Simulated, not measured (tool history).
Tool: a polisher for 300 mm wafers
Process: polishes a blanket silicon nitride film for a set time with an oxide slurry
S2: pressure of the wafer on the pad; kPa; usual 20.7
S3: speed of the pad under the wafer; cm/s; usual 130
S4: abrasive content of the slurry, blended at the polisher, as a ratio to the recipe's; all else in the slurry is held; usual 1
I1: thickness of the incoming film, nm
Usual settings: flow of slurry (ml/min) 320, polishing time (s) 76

run 1 hour=0 | flow_of_slurry_(ml/min)=320 S2=20.7 S3=130 S4=1 polishing_time_(s)=76 | I1=509.1 | film_removed_(Å)=590
-- hour=10.9 worn pad replaced by a new one
run 2 hour=12.8 | flow_of_slurry_(ml/min)=320 S2=20.7 S3=130 S4=1 polishing_time_(s)=58 | I1=516.3 | film_removed_(Å)=461
run 3 hour=45.5 | flow_of_slurry_(ml/min)=320 S2=20.7 S3=130 S4=1 polishing_time_(s)=76 | I1=507.2 | film_removed_(Å)=594
run 4 hour=63.7 | flow_of_slurry_(ml/min)=320 S2=20.7 S3=130 S4=1 polishing_time_(s)=76 | I1=509.7 | film_removed_(Å)=609
run 5 hour=96.1 | flow_of_slurry_(ml/min)=320 S2=20.7 S3=130 S4=1 polishing_time_(s)=76 | I1=512.1 | film_removed_(Å)=599
-- hour=141.5 worn pad replaced by a new one
run 6 hour=196.6 | flow_of_slurry_(ml/min)=320 S2=20.7 S3=130 S4=1 polishing_time_(s)=76 | I1=512.2 | film_removed_(Å)=598
run 7 hour=230.5 | flow_of_slurry_(ml/min)=320 S2=20.7 S3=130 S4=1 polishing_time_(s)=76 | I1=514.2 | film_removed_(Å)=597
-- hour=254.8 slurry nozzle cleaned
-- hour=265 worn pad replaced by a new one
run 8 hour=265.5 | flow_of_slurry_(ml/min)=320 S2=20.7 S3=130 S4=1 polishing_time_(s)=83 | I1=507.5 | film_removed_(Å)=647
-- hour=278.4 head pressure recalibrated
-- hour=292.9 conditioning disc replaced and pad reconditioned
run 9 hour=293.4 | flow_of_slurry_(ml/min)=320 S2=20.7 S3=130 S4=1 polishing_time_(s)=76 | I1=514.4 | film_removed_(Å)=597
run 10 hour=323.1 | flow_of_slurry_(ml/min)=405 S2=20.7 S3=130 S4=1.15 polishing_time_(s)=100 | I1=507 | film_removed_(Å)=830
-- hour=351.3 slurry blender recalibrated
run 11 hour=356.1 | flow_of_slurry_(ml/min)=320 S2=15.2 S3=96 S4=1.15 polishing_time_(s)=93 | I1=511.5 | film_removed_(Å)=439
-- hour=391.9 worn pad replaced by a new one
run 12 hour=392.4 | flow_of_slurry_(ml/min)=355 S2=20.7 S3=88 S4=1 polishing_time_(s)=76 | I1=508 | film_removed_(Å)=447
run 13 hour=403.1 | flow_of_slurry_(ml/min)=385 S2=15.9 S3=130 S4=1 polishing_time_(s)=76 | I1=502.5 | film_removed_(Å)=456
run 14 hour=416.6 | flow_of_slurry_(ml/min)=320 S2=20.7 S3=130 S4=1 polishing_time_(s)=76 | I1=503.2 | film_removed_(Å)=590
run 15 hour=452.5 | flow_of_slurry_(ml/min)=320 S2=20.7 S3=94 S4=1 polishing_time_(s)=87 | I1=503.6 | film_removed_(Å)=528
run 16 hour=474.5 | flow_of_slurry_(ml/min)=320 S2=17.9 S3=158 S4=1.3 polishing_time_(s)=76 | I1=505 | film_removed_(Å)=666
-- hour=501.7 worn pad replaced by a new one
run 17 hour=505.8 | flow_of_slurry_(ml/min)=320 S2=20.7 S3=152 S4=1 polishing_time_(s)=92 | I1=514.6 | film_removed_(Å)=815

4 ways to go on from here, each from the tool as it stands after run 17. What would each give?
run A hour=506.2 | flow_of_slurry_(ml/min)=320 S2=20.7 S3=172 S4=1 polishing_time_(s)=76 | I1=507.3 | film_removed_(Å)=?
run B hour=506.2 | flow_of_slurry_(ml/min)=320 S2=22.8 S3=162 S4=0.7 polishing_time_(s)=51 | I1=507.3 | film_removed_(Å)=?
run C hour=506.2 | flow_of_slurry_(ml/min)=320 S2=18.6 S3=174 S4=1 polishing_time_(s)=76 | I1=507.3 | film_removed_(Å)=?
run D hour=506.2 | flow_of_slurry_(ml/min)=320 S2=20.7 S3=130 S4=1 polishing_time_(s)=64 | I1=507.3 | film_removed_(Å)=?

run=A film_removed_(Å)=750
run=B film_removed_(Å)=457
run=C film_removed_(Å)=681
run=D film_removed_(Å)=509
Without the tool's hidden state the same runs would have given:
run=A film_removed_(Å)=750
run=B film_removed_(Å)=457
run=C film_removed_(Å)=681
run=D film_removed_(Å)=509

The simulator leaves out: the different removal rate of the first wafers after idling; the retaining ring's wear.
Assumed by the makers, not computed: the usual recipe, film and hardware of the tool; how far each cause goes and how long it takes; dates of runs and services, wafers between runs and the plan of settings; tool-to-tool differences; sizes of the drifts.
